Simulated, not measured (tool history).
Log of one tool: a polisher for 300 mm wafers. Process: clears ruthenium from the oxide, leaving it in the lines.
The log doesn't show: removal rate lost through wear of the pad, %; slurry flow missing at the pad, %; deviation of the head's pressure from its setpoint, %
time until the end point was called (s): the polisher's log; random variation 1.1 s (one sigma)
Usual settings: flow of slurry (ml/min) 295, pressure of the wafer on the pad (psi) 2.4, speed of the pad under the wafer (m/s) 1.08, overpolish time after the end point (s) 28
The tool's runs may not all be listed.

run	day	flow of slurry (ml/min)	pressure of the wafer on the pad (psi)	speed of the pad under the wafer (m/s)	overpolish time after the end point (s)	wafers since the last listed run	wafers polished on this pad	hours since the slurry nozzle was cleaned	hours since the head pressure was calibrated	incoming thickness of the incoming film, nm	time until the end point was called (s)
1	0.000	365	2.4	1.08	28	0	4224	22.9	1144.7	112.3	92.6
2	1.958	365	2.4	1.08	28	421	4645	69.9	1191.7	109.9	91.2
3	4.658	270	2.4	1.08	28	580	5226	134.7	1256.5	108.4	91.1
4	8.983	270	2.4	1.08	28	930	6157	238.5	1360.3	111.9	94.0
# day 11.442: worn pad replaced by a new one
# day 12.625: head pressure recalibrated
5	13.088	295	2.4	1.22	28	829	336	337.0	11.1	109.3	82.5
6	15.762	295	2.4	1.08	28	575	912	401.2	75.3	111.1	95.3
7	19.129	295	2.4	1.08	28	724	1636	482.0	156.1	111.5	93.7
8	21.125	295	2.4	1.08	28	429	2065	529.9	204.0	109.4	91.0
9	24.171	295	2.4	1.08	20	655	2721	603.0	277.1	109.6	94.1
# day 25.025: slurry nozzle cleaned
10	26.883	330	2.4	1.08	28	574	3295	44.6	342.2	110.1	92.8
11	34.262	330	2.4	1.08	28	1587	4883	221.7	519.3	109.7	91.2
12	37.633	375	2.4	1.08	28	725	5608	302.6	600.2	108.4	90.2
13	40.196	375	2.4	1.08	28	551	6160	364.1	661.7	112.2	94.4
14	42.583	295	2.4	1.08	37	513	6673	421.4	719.0	111.9	96.7
# day 43.583: worn pad replaced by a new one
15	45.388	390	2.1	1.08	28	567	388	488.7	786.3	111.0	103.1
16	47.817	295	2.4	1.42	28	522	910	547.0	844.6	111.1	77.5
17	50.933	295	2.4	1.08	28	670	1581	621.8	919.4	110.0	92.0
# day 53.362: slurry nozzle cleaned
18	53.471	370	2.4	1.08	28	537	2118	2.6	980.3	109.2	91.3
19	57.288	295	2.4	1.08	28	821	2939	94.2	1071.9	110.2	94.6
20	61.292	400	1.6	1.08	12	861	3801	190.3	1168.0	110.1	135.6
21	63.975	295	2.7	1.08	35	577	4378	254.7	1232.4	108.9	82.0
22	66.675	390	2.1	1.08	28	580	4959	319.5	1297.2	111.2	104.3
23	70.221	295	2.7	1.08	28	762	5722	404.6	1382.3	110.2	82.1
# day 72.546: worn pad replaced by a new one
24	73.846	295	2.4	1.18	28	744	279	491.6	1469.3	111.1	90.3
25	75.383	295	2.4	1.08	38	330	610	528.5	1506.2	110.1	92.8
26	77.425	295	2.4	1.08	33	439	1049	577.5	1555.2	109.2	91.0
# day 78.471: head pressure recalibrated
# day 80.171: slurry nozzle cleaned
27	82.583	385	3.0	0.88	18	1082	2132	57.9	98.7	110.0	83.3
28	85.008	295	2.4	1.08	28	521	2654	116.1	156.9	109.2	91.7
29	86.958	380	1.9	1.20	28	419	3074	162.9	203.7	111.0	108.8
30	90.396	295	2.2	0.94	28	739	3813	245.4	286.2	111.2	112.1
31	93.896	365	2.1	1.08	28	753	4566	329.4	370.2	111.0	103.9
32	97.750	295	2.4	1.08	28	829	5396	421.9	462.7	109.4	91.5
33	99.746	295	2.8	0.78	28	429	5825	469.8	510.6	109.8	97.4
# day 102.871: worn pad replaced by a new one
34	104.008	360	2.4	1.08	28	881	244	572.1	612.9	110.0	91.2
35	107.917	255	2.8	0.92	23	840	1085	665.9	706.7	111.8	91.2
36	110.358	295	2.4	1.08	28	525	1610	724.5	765.3	108.7	90.9
# day 110.421: slurry nozzle cleaned
37	112.725	295	2.0	1.08	42	500	2111	55.3	822.1	108.0	108.8

How the hidden state differs across the entries between the runs, from the last listed run before each to the first after it:
Between runs 4 and 5: worn pad replaced by a new one (day 11.442); head pressure recalibrated (day 12.625)
  no hidden state differs between the two runs
Between runs 9 and 10: slurry nozzle cleaned (day 25.025)
  no hidden state differs between the two runs
Between runs 14 and 15: worn pad replaced by a new one (day 43.583)
  no hidden state differs between the two runs
Between runs 17 and 18: slurry nozzle cleaned (day 53.362)
  no hidden state differs between the two runs
Between runs 23 and 24: worn pad replaced by a new one (day 72.546)
  no hidden state differs between the two runs
Between runs 26 and 27: head pressure recalibrated (day 78.471); slurry nozzle cleaned (day 80.171)
  no hidden state differs between the two runs
Between runs 33 and 34: worn pad replaced by a new one (day 102.871)
  no hidden state differs between the two runs
Between runs 36 and 37: slurry nozzle cleaned (day 110.421)
  no hidden state differs between the two runs
